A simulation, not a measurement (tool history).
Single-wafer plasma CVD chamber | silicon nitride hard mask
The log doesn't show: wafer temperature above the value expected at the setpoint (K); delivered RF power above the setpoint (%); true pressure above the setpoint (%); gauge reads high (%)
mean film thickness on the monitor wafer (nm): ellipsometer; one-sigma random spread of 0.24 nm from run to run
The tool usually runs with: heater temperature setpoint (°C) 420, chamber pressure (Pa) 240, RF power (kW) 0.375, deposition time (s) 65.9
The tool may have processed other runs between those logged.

run	day	heater temperature setpoint (°C)	chamber pressure (Pa)	RF power (kW)	deposition time (s)	wafers since the last listed run	hours since the last thermocouple change	hours since the last RF generator calibration	hours since the last manometer calibration	hours since the showerhead was replaced	hours since the gauge calibration	read-back reference wafer on the same gauge, thickness_nm	mean film thickness on the monitor wafer (nm)
1	0.000	420	240	0.375	65.9	0	974.7	595.5	408.9	1556.0	1814.2	87.144	88.736
# day 9.204: thermocouple changed; heater temperature recalibrated
2	10.775	420	240	0.375	65.9	5061	37.7	854.1	667.5	1814.6	2072.8	87.138	88.290
3	12.800	420	240	0.375	65.9	981	86.3	902.7	716.1	1863.2	2121.4	87.088	88.374
4	16.175	428	240	0.375	65.9	1636	167.3	983.7	797.1	1944.2	2202.4	87.116	87.581
5	20.292	420	240	0.375	65.9	1995	266.1	1082.5	895.9	2043.0	2301.2	87.083	88.383
6	22.871	420	240	0.375	65.9	1250	328.0	1144.4	957.8	2104.9	2363.1	87.089	87.570
7	25.554	420	240	0.375	65.9	1300	392.4	1208.8	1022.2	2169.3	2427.5	87.057	88.039
8	27.904	420	240	0.375	65.9	1139	448.8	1265.2	1078.6	2225.7	2483.9	87.111	87.742
9	29.654	420	240	0.375	65.9	848	490.8	1307.2	1120.6	2267.7	2525.9	87.075	87.975
10	31.792	420	240	0.350	65.9	1036	542.1	1358.5	1171.9	2319.0	2577.2	87.004	81.852
# day 32.929: capacitance manometer re-zeroed and calibrated
11	34.883	420	240	0.350	65.9	1337	616.3	1432.7	46.9	2393.2	2651.4	87.060	83.976
12	38.167	420	240	0.350	65.9	1591	695.1	1511.5	125.7	2472.0	2730.2	87.134	83.539
13	51.154	420	240	0.375	65.9	6296	1006.8	1823.2	437.4	2783.7	3041.9	87.201	89.159
# day 52.875: RF generator calibrated
14	54.608	420	240	0.430	65.9	1512	1089.7	41.6	520.3	2866.6	3124.8	87.165	99.971
15	56.938	431	240	0.355	65.9	1129	1145.6	97.5	576.2	2922.5	3180.7	87.043	83.670
16	59.942	420	240	0.375	65.9	1456	1217.7	169.6	648.3	2994.6	3252.8	87.087	88.387
# day 62.600: thermocouple changed; heater temperature recalibrated
17	63.675	411	240	0.375	57.4	1648	25.8	259.2	737.9	3084.2	3342.4	87.008	77.422
18	66.146	420	240	0.375	65.9	1197	85.1	318.5	797.2	3143.5	3401.7	86.942	88.218
# day 66.329: gauge calibrated
19	78.692	424	240	0.375	65.9	6082	386.2	619.6	1098.3	3444.6	296.7	87.208	88.163
# day 79.367: capacitance manometer re-zeroed and calibrated
20	82.525	420	240	0.440	69.5	1696	478.2	711.6	75.8	3536.6	388.7	87.070	108.936
# day 84.204: showerhead replaced
21	85.871	420	240	0.375	65.9	1460	558.5	791.9	156.1	40.0	469.0	87.166	89.919
22	87.542	420	204	0.435	65.9	809	598.6	832.0	196.2	80.1	509.1	87.127	95.092
23	92.025	420	215	0.350	77.4	2173	706.2	939.6	303.8	187.7	616.7	87.054	93.119
24	93.571	420	240	0.375	65.9	749	743.3	976.7	340.9	224.8	653.8	87.125	89.419
25	97.021	410	240	0.375	65.9	1672	826.1	1059.5	423.7	307.6	736.6	87.214	89.628
26	100.229	420	188	0.375	69.3	1555	903.1	1136.5	500.7	384.6	813.6	87.072	83.218
27	102.917	420	240	0.375	65.9	1302	967.6	1201.0	565.2	449.1	878.1	87.014	88.422
28	106.667	413	240	0.310	65.9	1817	1057.6	1291.0	655.2	539.1	968.1	87.105	72.715

Branching from run 28: 4 alternative next runs. What would each branch give?
A	106.683	420	240	0.375	65.9	8	1058.0	1291.4	655.6	539.5	968.5	?	?
B	106.683	433	207	0.400	55.3	8	1058.0	1291.4	655.6	539.5	968.5	?	?
C	106.683	420	280	0.375	54.3	8	1058.0	1291.4	655.6	539.5	968.5	?	?
D	106.683	410	240	0.435	61.7	8	1058.0	1291.4	655.6	539.5	968.5	?	?

run	read-back reference wafer on the same gauge, thickness_nm	mean film thickness on the monitor wafer (nm)
A	87.141	88.280
B	87.141	72.997
C	87.141	77.229
D	87.141	94.644
Stripped of hidden state, with their random variation kept, the same runs would have yielded:
run	mean film thickness on the monitor wafer (nm)
A	89.989
B	74.530
C	78.611
D	96.477
